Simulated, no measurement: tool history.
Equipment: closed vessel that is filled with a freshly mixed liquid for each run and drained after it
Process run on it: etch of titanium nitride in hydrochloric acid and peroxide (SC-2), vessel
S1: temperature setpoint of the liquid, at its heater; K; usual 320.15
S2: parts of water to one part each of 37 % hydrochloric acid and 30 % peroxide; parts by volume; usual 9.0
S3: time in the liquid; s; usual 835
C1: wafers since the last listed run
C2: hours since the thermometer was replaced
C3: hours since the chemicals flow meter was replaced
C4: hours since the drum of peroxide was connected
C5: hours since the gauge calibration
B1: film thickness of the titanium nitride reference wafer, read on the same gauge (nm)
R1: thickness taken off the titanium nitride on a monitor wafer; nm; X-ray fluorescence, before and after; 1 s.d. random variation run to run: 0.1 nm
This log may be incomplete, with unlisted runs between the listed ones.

run	day	S1	S2	S3	C1	C2	C3	C4	C5	B1	R1
1	0.000	320.15	10.5	835	0	1681.4	1273.6	925.2	34.5	140.00	21.96
2	0.671	320.15	10.5	835	1104	1697.5	1289.7	941.3	50.6	139.99	22.10
3	1.158	320.15	9.0	835	802	1709.2	1301.4	953.0	62.3	140.01	25.12
4	1.496	320.15	9.0	835	555	1717.3	1309.5	961.1	70.4	140.01	24.97
5	2.204	320.15	9.0	835	1166	1734.3	1326.5	978.1	87.4	140.01	24.98
6	2.942	320.15	9.0	835	1214	1752.0	1344.2	995.8	105.1	140.00	24.98
7	3.375	320.15	9.0	835	713	1762.4	1354.6	1006.2	115.5	140.01	24.96
8	4.125	320.15	9.0	485	1234	1780.4	1372.6	1024.2	133.5	139.97	14.56
9	4.383	320.15	9.0	835	425	1786.6	1378.8	1030.4	139.7	139.99	24.96
10	4.696	320.15	6.0	660	514	1794.1	1386.3	1037.9	147.2	139.99	27.34
11	5.029	320.15	6.0	660	548	1802.1	1394.3	1045.9	155.2	139.99	27.14
12	5.512	320.15	6.0	660	795	1813.7	1405.9	1057.5	166.8	139.99	27.33
13	5.896	320.15	9.0	550	631	1822.9	1415.1	1066.7	176.0	139.98	16.40
# day 7.350: thermometer replaced
# day 7.388: chemicals flow meter replaced
14	7.846	329.15	9.0	1145	3075	11.9	11.0	1113.5	222.8	140.00	58.62
15	8.333	320.15	9.0	505	802	23.6	22.7	1125.2	234.5	140.00	14.28
16	8.646	314.15	11.0	835	514	31.1	30.2	1132.7	242.0	140.01	13.04
17	9.088	316.15	6.5	1230	727	41.7	40.8	1143.3	252.6	140.01	34.12
# day 9.100: gauge calibrated
# day 9.196: chemicals flow meter replaced, repeated, since the last time left the tool worse
18	9.712	320.15	9.0	835	960	56.7	12.4	1158.3	14.7	139.99	26.84
# day 10.429: new drum of peroxide connected
19	10.450	327.65	5.5	495	1145	74.4	30.1	0.5	32.4	139.98	38.37
20	11.450	317.15	11.0	415	1646	98.4	54.1	24.5	56.4	139.98	9.13
21	11.708	312.15	10.0	1320	425	104.6	60.3	30.7	62.6	139.99	22.24
22	12.075	322.65	10.0	835	603	113.4	69.1	39.5	71.4	140.00	29.15
23	12.571	320.15	9.0	835	816	125.3	81.0	51.4	83.3	140.00	26.68
24	12.958	312.15	9.0	1240	637	134.6	90.3	60.7	92.6	139.99	22.74
25	13.279	327.65	5.5	495	528	142.3	98.0	68.4	100.3	140.00	38.02
26	13.858	314.65	12.0	1035	953	156.2	111.9	82.3	114.2	140.01	17.76

Hidden state at the last listed run before each entry between runs and at the first one after, where it differs:
Between runs 13 and 14: thermometer replaced (day 7.350); chemicals flow meter replaced (day 7.388)
  chemicals flow below the setpoint (%): 9.36 -> 15.4
  measured value less the no-hidden-state value, R1: -1.38 -> -8.74 nm
Between runs 17 and 18: gauge calibrated (day 9.100); chemicals flow meter replaced, repeated, since the last time left the tool worse (day 9.196)
  chemicals flow below the setpoint (%): 15.6 -> 1.25
  measured value less the no-hidden-state value, R1: -4.82 -> -0.28 nm
Between runs 18 and 19: new drum of peroxide connected (day 10.429)
  chemicals flow below the setpoint (%): 1.25 -> 1.35
  measured value less the no-hidden-state value, R1: -0.28 -> -0.39 nm

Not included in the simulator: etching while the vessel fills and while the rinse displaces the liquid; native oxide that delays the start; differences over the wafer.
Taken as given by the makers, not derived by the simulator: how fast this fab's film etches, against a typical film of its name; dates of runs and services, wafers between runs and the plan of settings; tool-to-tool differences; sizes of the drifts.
